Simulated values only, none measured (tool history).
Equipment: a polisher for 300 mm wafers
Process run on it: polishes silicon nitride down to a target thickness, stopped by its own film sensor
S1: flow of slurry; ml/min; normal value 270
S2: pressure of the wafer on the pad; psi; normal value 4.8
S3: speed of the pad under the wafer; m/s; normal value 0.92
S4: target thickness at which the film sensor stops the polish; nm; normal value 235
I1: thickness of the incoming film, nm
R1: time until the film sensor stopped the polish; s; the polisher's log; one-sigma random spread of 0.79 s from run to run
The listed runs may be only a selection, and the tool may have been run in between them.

run,hour,S1,S2,S3,S4,I1,R1
1,0.0,270,4.8,0.92,235,420.1,98.3
2,12.8,270,4.8,0.92,235,421.2,98.6
3,30.0,270,4.8,0.92,235,415.1,96.4
4,81.4,270,4.8,0.92,235,421.8,104.3
# hour 82.5: slurry nozzle cleaned
5,93.8,270,4.8,0.92,235,426.3,99.4
# hour 99.1: worn pad replaced by a new one, of another model than before
6,111.6,270,4.8,0.92,235,420.7,98.2
7,128.6,270,4.8,0.92,235,414.6,94.6
# hour 132.8: head pressure recalibrated
8,138.5,270,4.8,0.92,235,420.2,98.1
9,151.1,195,3.1,1.18,180,420.6,134.7
10,186.5,270,4.8,0.92,235,415.4,94.8
11,197.0,270,4.8,0.92,172,411.6,127.0
# hour 210.3: worn pad replaced by a new one
12,213.3,270,4.8,0.92,235,421.0,99.5
13,222.8,270,4.8,0.92,235,418.7,97.5

What does the tool deliver on the next run?
14,231.6,235,3.7,0.64,254,419.7,?

{"run 14": {"R1": 119.8}}
With the hidden condition absent and the run-to-run variation left alone, this run would have shown R1 117.5 s.
